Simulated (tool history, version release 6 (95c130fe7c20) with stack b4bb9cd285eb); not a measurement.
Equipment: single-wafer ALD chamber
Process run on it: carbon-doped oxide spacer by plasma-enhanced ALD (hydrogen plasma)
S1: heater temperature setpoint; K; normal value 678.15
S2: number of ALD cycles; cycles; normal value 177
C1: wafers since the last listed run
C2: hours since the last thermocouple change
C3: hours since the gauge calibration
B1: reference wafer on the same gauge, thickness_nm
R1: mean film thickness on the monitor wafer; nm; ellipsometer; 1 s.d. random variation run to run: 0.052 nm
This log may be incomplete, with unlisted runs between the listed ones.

Run 1, hour 0.0: usual settings but S1 686.15 K; C1 0; C2 4.1; C3 175.7; B1 10.260. Result: R1 8.552 nm.
Run 2, hour 77.8: usual settings but S1 686.15 K; C1 128; C2 81.9; C3 253.5; B1 10.206. Result: R1 8.484 nm.
Run 3, hour 144.1: usual settings; C1 109; C2 148.2; C3 319.8; B1 10.183. Result: R1 8.863 nm.
Run 4, hour 189.1: usual settings; C1 74; C2 193.2; C3 364.8; B1 10.200. Result: R1 8.677 nm.
Run 5, hour 239.7: usual settings; C1 83; C2 243.8; C3 415.4; B1 10.157. Result: R1 8.707 nm.
Run 6, hour 307.6: usual settings but S2 189 cycles; C1 112; C2 311.7; C3 483.3; B1 10.131. Result: R1 9.356 nm.
Run 7, hour 345.5: usual settings but S2 189 cycles; C1 62; C2 349.6; C3 521.2; B1 10.135. Result: R1 9.228 nm.
Run 8, hour 423.1: usual settings; C1 128; C2 427.2; C3 598.8; B1 10.068. Result: R1 8.735 nm.
Run 9, hour 659.4: usual settings; C1 391; C2 663.5; C3 835.1; B1 9.982. Result: R1 8.543 nm.
Run 10, hour 729.1: usual settings; C1 115; C2 733.2; C3 904.8; B1 9.953. Result: R1 8.587 nm.
Run 11, hour 777.3: usual settings; C1 79; C2 781.4; C3 953.0; B1 9.944. Result: R1 8.598 nm.
Run 12, hour 815.5: usual settings but S1 683.15 K, S2 211 cycles; C1 63; C2 819.6; C3 991.2; B1 9.926. Result: R1 9.929 nm.
Run 13, hour 866.2: usual settings but S1 687.15 K, S2 212 cycles; C1 84; C2 870.3; C3 1041.9; B1 9.904. Result: R1 9.829 nm.
Run 14, hour 956.1: usual settings but S1 684.15 K; C1 148; C2 960.2; C3 1131.8; B1 9.854. Result: R1 8.316 nm.
At hour 985.9: thermocouple changed; heater temperature recalibrated.
Run 15, hour 1012.6: usual settings but S1 664.15 K, S2 143 cycles; C1 80; C2 26.7; C3 1188.3; B1 9.864. Result: R1 6.965 nm.
At hour 1014.5: gauge calibrated.
Run 16, hour 1068.3: usual settings but S1 686.15 K, S2 190 cycles; C1 92; C2 82.4; C3 53.8; B1 10.333. Result: R1 9.176 nm.
Run 17, hour 1169.0: usual settings; C1 166; C2 183.1; C3 154.5; B1 10.287. Result: R1 8.878 nm.
Run 18, hour 1244.9: usual settings; C1 125; C2 259.0; C3 230.4; B1 10.257. Result: R1 8.843 nm.
Run 19, hour 1285.9: usual settings but S1 692.15 K; C1 67; C2 300.0; C3 271.4; B1 10.242. Result: R1 8.443 nm.
Run 20, hour 1331.9: usual settings but S1 672.15 K, S2 195 cycles; C1 76; C2 346.0; C3 317.4; B1 10.231. Result: R1 9.804 nm.

Predict each of these 5 candidate next runs independently; none follows another, all start after run 20:
Run A, hour 1332.6: usual settings but S2 210 cycles; C1 1; C2 346.7; C3 318.1; B1 ?. Result: R1 ?.
Run B, hour 1332.6: usual settings but S1 672.15 K, S2 155 cycles; C1 1; C2 346.7; C3 318.1; B1 ?. Result: R1 ?.
Run C, hour 1332.6: usual settings but S2 162 cycles; C1 1; C2 346.7; C3 318.1; B1 ?. Result: R1 ?.
Run D, hour 1332.6: usual settings but S1 685.15 K, S2 155 cycles; C1 1; C2 346.7; C3 318.1; B1 ?. Result: R1 ?.
Run E, hour 1332.6: usual settings but S1 691.15 K; C1 1; C2 346.7; C3 318.1; B1 ?. Result: R1 ?.

run      B1      R1
  A  10.239  10.391
  B  10.239   7.787
  C  10.239   8.016
  D  10.239   7.497
  E  10.239   8.392
Had the tool no hidden state, the same runs would have come out as:
run      R1
  A  10.479
  B   7.852
  C   8.084
  D   7.560
  E   8.463
